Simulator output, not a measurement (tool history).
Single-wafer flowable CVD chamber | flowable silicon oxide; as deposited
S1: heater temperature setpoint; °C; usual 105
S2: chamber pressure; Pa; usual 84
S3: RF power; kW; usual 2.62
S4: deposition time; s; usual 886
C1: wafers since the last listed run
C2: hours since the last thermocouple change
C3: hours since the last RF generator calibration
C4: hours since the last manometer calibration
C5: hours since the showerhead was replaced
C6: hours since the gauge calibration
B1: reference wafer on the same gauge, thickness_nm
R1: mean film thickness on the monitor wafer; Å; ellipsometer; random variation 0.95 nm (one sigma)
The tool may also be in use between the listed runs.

Run 1, day 0: usual settings but S2 74.1 Pa; C1 0; C2 1555.1; C3 1327.7; C4 761.2; C5 2448.3; C6 1052.4; B1 251.193. Result: R1 2768.1 Å.
At day 1.154: RF generator calibrated.
Run 2, day 1.65: usual settings but S2 74.1 Pa; C1 60; C2 1594.7; C3 11.9; C4 800.8; C5 2487.9; C6 1092; B1 251.206. Result: R1 2765.29 Å.
Run 3, day 4.292: usual settings but S2 74.1 Pa; C1 121; C2 1658.1; C3 75.3; C4 864.2; C5 2551.3; C6 1155.4; B1 251.033. Result: R1 2753.47 Å.
Run 4, day 6.171: usual settings; C1 86; C2 1703.2; C3 120.4; C4 909.3; C5 2596.4; C6 1200.5; B1 250.737. Result: R1 3126.23 Å.
Run 5, day 9.562: usual settings but S3 3 kW; C1 156; C2 1784.6; C3 201.8; C4 990.7; C5 2677.8; C6 1281.9; B1 250.868. Result: R1 3192.65 Å.
Run 6, day 13.133: usual settings but S3 3 kW; C1 164; C2 1870.3; C3 287.5; C4 1076.4; C5 2763.5; C6 1367.6; B1 250.796. Result: R1 3192.42 Å.
Run 7, day 19.025: usual settings but S3 3 kW; C1 271; C2 2011.7; C3 428.9; C4 1217.8; C5 2904.9; C6 1509; B1 251.018. Result: R1 3201.47 Å.
Run 8, day 23.379: usual settings; C1 200; C2 2116.2; C3 533.4; C4 1322.3; C5 3009.4; C6 1613.5; B1 250.803. Result: R1 3155.95 Å.
Run 9, day 25.033: usual settings but S2 75.9 Pa, S3 2.42 kW; C1 76; C2 2155.9; C3 573.1; C4 1362; C5 3049.1; C6 1653.2; B1 251.016. Result: R1 2775.45 Å.
At day 28.788: gauge calibrated.
Run 10, day 30.025: usual settings but S2 75.9 Pa, S3 2.42 kW; C1 230; C2 2275.7; C3 692.9; C4 1481.8; C5 3168.9; C6 29.7; B1 250.808. Result: R1 2795.57 Å.
Run 11, day 38.579: usual settings but S2 75.9 Pa, S3 2.42 kW; C1 394; C2 2481; C3 898.2; C4 1687.1; C5 3374.2; C6 235; B1 251.234. Result: R1 2783.17 Å.
Run 12, day 42.633: usual settings; C1 187; C2 2578.3; C3 995.5; C4 1784.4; C5 3471.5; C6 332.3; B1 250.894. Result: R1 3165.73 Å.
Run 13, day 45.508: usual settings but S3 3 kW; C1 132; C2 2647.3; C3 1064.5; C4 1853.4; C5 3540.5; C6 401.3; B1 251.178. Result: R1 3211.65 Å.
Run 14, day 47.296: usual settings but S2 65.3 Pa; C1 82; C2 2690.2; C3 1107.4; C4 1896.3; C5 3583.4; C6 444.2; B1 251.014. Result: R1 2473.92 Å.
At day 49.454: showerhead replaced.
Run 15, day 49.475: usual settings but S1 112 °C; C1 85; C2 2742.5; C3 1159.7; C4 1948.6; C5 0.5; C6 496.5; B1 250.764. Result: R1 2577.93 Å.
At day 50.8: capacitance manometer re-zeroed and calibrated.
Run 16, day 52.079: usual settings but S1 120 °C, S2 71.7 Pa, S4 1041 s; C1 104; C2 2805; C3 1222.2; C4 30.7; C5 63; C6 559; B1 251.098. Result: R1 2032.24 Å.
At day 53.662: thermocouple changed; heater temperature recalibrated.
Run 17, day 56.358: usual settings but S3 2.155 kW; C1 182; C2 64.7; C3 1324.9; C4 133.4; C5 165.7; C6 661.7; B1 251.025. Result: R1 2941.98 Å.
At day 58.3: RF generator calibrated.
Run 18, day 60.796: usual settings but S1 111 °C, S3 2.39 kW, S4 1057 s; C1 189; C2 171.2; C3 59.9; C4 239.9; C5 272.2; C6 768.2; B1 251.458. Result: R1 3045.25 Å.
Run 19, day 64.562: usual settings; C1 173; C2 261.6; C3 150.3; C4 330.3; C5 362.6; C6 858.6; B1 250.812. Result: R1 3086.53 Å.
Run 20, day 67.567: usual settings; C1 138; C2 333.7; C3 222.4; C4 402.4; C5 434.7; C6 930.7; B1 251.128. Result: R1 3108.38 Å.
Run 21, day 71.312: usual settings but S2 102.1 Pa, S3 2.385 kW; C1 172; C2 423.6; C3 312.3; C4 492.3; C5 524.6; C6 1020.6; B1 250.791. Result: R1 3719.28 Å.
Run 22, day 75.792: usual settings but S1 112 °C, S4 933 s; C1 206; C2 531.1; C3 419.8; C4 599.8; C5 632.1; C6 1128.1; B1 251.099. Result: R1 2678.19 Å.
Run 23, day 79.958: usual settings but S1 100 °C, S2 69.1 Pa, S3 2.275 kW, S4 727 s; C1 192; C2 631.1; C3 519.8; C4 699.8; C5 732.1; C6 1228.1; B1 251.076. Result: R1 2366.1 Å.
Run 24, day 81.558: usual settings; C1 73; C2 669.5; C3 558.2; C4 738.2; C5 770.5; C6 1266.5; B1 251.004. Result: R1 3105.26 Å.
Run 25, day 84.942: usual settings but S1 111 °C, S3 3.01 kW, S4 761 s; C1 156; C2 750.7; C3 639.4; C4 819.4; C5 851.7; C6 1347.7; B1 250.752. Result: R1 2282.91 Å.

4 ways to go on from here, each from the tool as it stands after run 25. What would each give?
Run A, day 84.967: usual settings but S1 92 °C; C1 1; C2 751.3; C3 640; C4 820; C5 852.3; C6 1348.3; B1 ?. Result: R1 ?.
Run B, day 84.967: usual settings but S1 100 °C, S3 3.09 kW, S4 838 s; C1 1; C2 751.3; C3 640; C4 820; C5 852.3; C6 1348.3; B1 ?. Result: R1 ?.
Run C, day 84.967: usual settings but S3 2.875 kW, S4 807 s; C1 1; C2 751.3; C3 640; C4 820; C5 852.3; C6 1348.3; B1 ?. Result: R1 ?.
Run D, day 84.967: usual settings but S1 118 °C; C1 1; C2 751.3; C3 640; C4 820; C5 852.3; C6 1348.3; B1 ?. Result: R1 ?.

run       B1       R1
  A  251.139  4543.52
  B  251.139  3477.23
  C  251.139  2863.87
  D  251.139  2156.85
Without the tool's hidden state the same runs would have given:
run       R1
  A  4514.72
  B  3455.19
  C  2845.72
  D  2143.18
